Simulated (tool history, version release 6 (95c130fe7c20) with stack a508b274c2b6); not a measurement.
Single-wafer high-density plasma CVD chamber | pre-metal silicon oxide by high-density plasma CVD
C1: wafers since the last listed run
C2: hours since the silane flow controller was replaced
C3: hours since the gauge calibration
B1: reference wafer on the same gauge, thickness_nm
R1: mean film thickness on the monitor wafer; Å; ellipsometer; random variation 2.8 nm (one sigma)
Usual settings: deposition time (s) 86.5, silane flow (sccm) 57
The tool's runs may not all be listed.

Run 1, hour 0: usual settings; C1 0; C2 1322.9; C3 261.3; B1 522.448. Result: R1 4637.69 Å.
Run 2, hour 26.5: usual settings; C1 259; C2 1349.4; C3 287.8; B1 521.468. Result: R1 4664.25 Å.
Run 3, hour 48: usual settings; C1 210; C2 1370.9; C3 309.3; B1 523.298. Result: R1 4648.65 Å.
Run 4, hour 75.5: usual settings; C1 269; C2 1398.4; C3 336.8; B1 520.393. Result: R1 4694.64 Å.
Run 5, hour 97.7: usual settings; C1 217; C2 1420.6; C3 359; B1 523.797. Result: R1 4751.26 Å.
Run 6, hour 131.5: usual settings; C1 331; C2 1454.4; C3 392.8; B1 522.932. Result: R1 4709.59 Å.
Run 7, hour 162.2: usual settings; C1 300; C2 1485.1; C3 423.5; B1 522.104. Result: R1 4719.63 Å.
Run 8, hour 186.4: usual settings but silane flow (sccm) 65; C1 237; C2 1509.3; C3 447.7; B1 522.507. Result: R1 5224.79 Å.
Run 9, hour 208.1: usual settings but silane flow (sccm) 65; C1 212; C2 1531; C3 469.4; B1 522.51. Result: R1 5266.54 Å.
Run 10, hour 233.6: usual settings but silane flow (sccm) 65; C1 249; C2 1556.5; C3 494.9; B1 521.11. Result: R1 5270.04 Å.
Run 11, hour 269.3: usual settings but silane flow (sccm) 52; C1 349; C2 1592.2; C3 530.6; B1 520.827. Result: R1 4325.2 Å.
Run 12, hour 281.4: usual settings; C1 118; C2 1604.3; C3 542.7; B1 522.434. Result: R1 4689.01 Å.
Run 13, hour 304.4: usual settings but silane flow (sccm) 50; C1 225; C2 1627.3; C3 565.7; B1 521.973. Result: R1 4164.61 Å.
At hour 315.2: silane flow controller replaced.
Run 14, hour 334.3: usual settings but deposition time (s) 90.9; C1 214; C2 19.1; C3 595.6; B1 522.103. Result: R1 4936.91 Å.
Run 15, hour 369.5: usual settings; C1 345; C2 54.3; C3 630.8; B1 524.013. Result: R1 4662.29 Å.
Run 16, hour 398.1: usual settings but deposition time (s) 99.3, silane flow (sccm) 63; C1 280; C2 82.9; C3 659.4; B1 522.032. Result: R1 5915.06 Å.
Run 17, hour 435: usual settings but deposition time (s) 70.8, silane flow (sccm) 46; C1 361; C2 119.8; C3 696.3; B1 522.116. Result: R1 3204.57 Å.
At hour 446.7: gauge calibrated.
Run 18, hour 450.6: usual settings but deposition time (s) 94.5, silane flow (sccm) 51; C1 152; C2 135.4; C3 3.9; B1 522. Result: R1 4618.44 Å.
Run 19, hour 484: usual settings; C1 327; C2 168.8; C3 37.3; B1 522.246. Result: R1 4677.12 Å.
Run 20, hour 506.5: usual settings but deposition time (s) 98.8, silane flow (sccm) 63; C1 220; C2 191.3; C3 59.8; B1 521.472. Result: R1 5782.76 Å.
Run 21, hour 532: usual settings but deposition time (s) 101.8, silane flow (sccm) 47; C1 249; C2 216.8; C3 85.3; B1 520.37. Result: R1 4726.73 Å.
Run 22, hour 567.1: usual settings but deposition time (s) 91, silane flow (sccm) 52; C1 344; C2 251.9; C3 120.4; B1 523.152. Result: R1 4558.45 Å.
Run 23, hour 603.1: usual settings but deposition time (s) 75.6, silane flow (sccm) 61; C1 352; C2 287.9; C3 156.4; B1 522.768. Result: R1 4343.24 Å.

3 ways to go on from here, each from the tool as it stands after run 23. What would each give?
Run A, hour 603.5: usual settings but silane flow (sccm) 62; C1 3; C2 288.3; C3 156.8; B1 ?. Result: R1 ?.
Run B, hour 603.5: usual settings but deposition time (s) 100.9, silane flow (sccm) 60; C1 3; C2 288.3; C3 156.8; B1 ?. Result: R1 ?.
Run C, hour 603.5: usual settings but deposition time (s) 101, silane flow (sccm) 54; C1 3; C2 288.3; C3 156.8; B1 ?. Result: R1 ?.

run       B1       R1
  A  523.973   5023.4
  B  523.973   5692.3
  C  523.973  5195.37
Without the tool's hidden state the same runs would have given:
run       R1
  A   5023.4
  B   5692.3
  C  5195.37
